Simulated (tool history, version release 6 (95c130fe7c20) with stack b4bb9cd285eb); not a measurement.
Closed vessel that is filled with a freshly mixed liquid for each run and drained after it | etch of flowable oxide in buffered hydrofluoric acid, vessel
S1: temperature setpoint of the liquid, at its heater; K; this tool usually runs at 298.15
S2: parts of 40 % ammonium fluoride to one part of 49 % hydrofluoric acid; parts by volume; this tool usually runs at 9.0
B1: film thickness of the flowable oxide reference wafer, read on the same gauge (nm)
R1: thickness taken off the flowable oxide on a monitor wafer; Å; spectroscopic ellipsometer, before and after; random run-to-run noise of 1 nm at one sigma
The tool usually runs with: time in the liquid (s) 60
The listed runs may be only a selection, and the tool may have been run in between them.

Run 1, hour 0.0: usual settings but S1 300.15 K; B1 90.03. Result: R1 2975.2 Å.
Run 2, hour 21.6: usual settings but S2 11.0 parts by volume; B1 89.99. Result: R1 2262.6 Å.
Run 3, hour 56.5: usual settings; B1 89.97. Result: R1 2682.9 Å.
Run 4, hour 88.3: usual settings; B1 89.99. Result: R1 2691.8 Å.
Run 5, hour 121.7: usual settings; B1 90.02. Result: R1 2694.4 Å.
At hour 127.5: hydrofluoric acid flow meter replaced.
Run 6, hour 140.6: usual settings; B1 90.01. Result: R1 2801.2 Å.
Run 7, hour 154.2: usual settings but S2 10.0 parts by volume; B1 90.02. Result: R1 2527.8 Å.
Run 8, hour 174.9: usual settings but S2 10.0 parts by volume; B1 89.99. Result: R1 2518.9 Å.
At hour 176.3: thermometer replaced.
At hour 190.9: hydrofluoric acid flow meter replaced, repeated, since the last time left the tool worse.
Run 9, hour 191.3: usual settings but S2 10.0 parts by volume; B1 90.05. Result: R1 2314.6 Å.
At hour 199.9: gauge calibrated.
Run 10, hour 212.4: usual settings but S1 300.65 K, S2 11.0 parts by volume, time in the liquid (s) 80; B1 89.99. Result: R1 3205.6 Å.
Run 11, hour 233.9: usual settings but S1 301.65 K, S2 12.5 parts by volume; B1 89.99. Result: R1 2229.2 Å.
Run 12, hour 246.7: usual settings but S2 6.5 parts by volume, time in the liquid (s) 45; B1 89.99. Result: R1 2598.8 Å.
Run 13, hour 276.6: usual settings but S1 294.15 K, S2 10.5 parts by volume, time in the liquid (s) 85; B1 90.01. Result: R1 2502.1 Å.
Run 14, hour 291.2: usual settings but S2 6.5 parts by volume, time in the liquid (s) 95; B1 89.99. Result: R1 5437.2 Å.
Run 15, hour 323.9: usual settings; B1 90.00. Result: R1 2471.1 Å.
Run 16, hour 352.9: usual settings; B1 89.99. Result: R1 2482.4 Å.
Run 17, hour 387.4: usual settings but S1 300.65 K, time in the liquid (s) 30; B1 90.02. Result: R1 1439.2 Å.
Run 18, hour 409.0: usual settings; B1 90.01. Result: R1 2494.2 Å.

What if the next run were any one of these 5? Each begins from the tool's condition after run 18:
Run A, hour 409.7: usual settings but time in the liquid (s) 80; B1 ?. Result: R1 ?.
Run B, hour 409.7: usual settings but S1 295.15 K; B1 ?. Result: R1 ?.
Run C, hour 409.7: usual settings but S2 10.5 parts by volume, time in the liquid (s) 35; B1 ?. Result: R1 ?.
Run D, hour 409.7: usual settings but S1 295.65 K, S2 5.5 parts by volume; B1 ?. Result: R1 ?.
Run E, hour 409.7: usual settings but S1 301.65 K; B1 ?. Result: R1 ?.

run     B1      R1
  A  90.01  3312.9
  B  90.01  2108.8
  C  90.01  1289.4
  D  90.01  3477.2
  E  90.01  2996.5
The same runs, with their run-to-run variation unchanged, on a tool lacking any hidden condition would have given:
run      R1
  A  3211.1
  B  2044.0
  C  1253.9
  D  3393.6
  E  2904.5

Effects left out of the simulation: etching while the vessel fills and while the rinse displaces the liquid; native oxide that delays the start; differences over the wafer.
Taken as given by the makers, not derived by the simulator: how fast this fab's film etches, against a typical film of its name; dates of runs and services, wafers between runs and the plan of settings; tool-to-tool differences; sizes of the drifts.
